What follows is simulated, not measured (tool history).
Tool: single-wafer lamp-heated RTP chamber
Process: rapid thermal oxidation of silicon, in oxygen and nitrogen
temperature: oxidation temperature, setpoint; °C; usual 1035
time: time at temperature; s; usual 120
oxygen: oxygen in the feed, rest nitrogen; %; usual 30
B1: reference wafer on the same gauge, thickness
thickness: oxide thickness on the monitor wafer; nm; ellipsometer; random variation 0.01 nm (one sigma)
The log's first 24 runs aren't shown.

run 25 hour=637.5 | temperature=1011 time=97 oxygen=30 | B1=8.082 | thickness=5.266
-- hour=643.9 gauge calibrated
run 26 hour=670.8 | temperature=1035 time=120 oxygen=30 | B1=8.081 | thickness=6.847
run 27 hour=702.9 | temperature=1035 time=64 oxygen=30 | B1=8.084 | thickness=5.192
run 28 hour=723.5 | temperature=1035 time=120 oxygen=30 | B1=8.077 | thickness=6.857
run 29 hour=735.8 | temperature=1035 time=120 oxygen=30 | B1=8.079 | thickness=6.847
run 30 hour=748.6 | temperature=1044 time=120 oxygen=18 | B1=8.081 | thickness=6.101
run 31 hour=777.6 | temperature=1044 time=158 oxygen=17 | B1=8.085 | thickness=6.771
run 32 hour=792.5 | temperature=1055 time=176 oxygen=40 | B1=8.081 | thickness=10.42
run 33 hour=824.1 | temperature=1064 time=143 oxygen=30 | B1=8.078 | thickness=9.094
run 34 hour=852 | temperature=1016 time=169 oxygen=47 | B1=8.077 | thickness=8.28
run 35 hour=877.3 | temperature=1035 time=120 oxygen=30 | B1=8.083 | thickness=6.936
-- hour=903.5 pyrometer window cleaned and pyrometer calibrated
run 36 hour=904 | temperature=1035 time=120 oxygen=30 | B1=8.076 | thickness=6.845
run 37 hour=912.7 | temperature=1035 time=150 oxygen=30 | B1=8.083 | thickness=7.524
run 38 hour=925.2 | temperature=1035 time=120 oxygen=30 | B1=8.083 | thickness=6.825
run 39 hour=944.3 | temperature=1060 time=148 oxygen=17 | B1=8.079 | thickness=7.275

Forecast each of these 3 alternatives for the next run:
run A hour=944.7 | temperature=1035 time=120 oxygen=30 | B1=? | thickness=?
run B hour=944.7 | temperature=1035 time=79 oxygen=17 | B1=? | thickness=?
run C hour=944.7 | temperature=1062 time=177 oxygen=30 | B1=? | thickness=?

run=A B1=8.08 thickness=6.821
run=B B1=8.08 thickness=4.694
run=C B1=8.08 thickness=9.785
Without the tool's hidden state the same runs would have given:
run=A thickness=6.818
run=B thickness=4.691
run=C thickness=9.78

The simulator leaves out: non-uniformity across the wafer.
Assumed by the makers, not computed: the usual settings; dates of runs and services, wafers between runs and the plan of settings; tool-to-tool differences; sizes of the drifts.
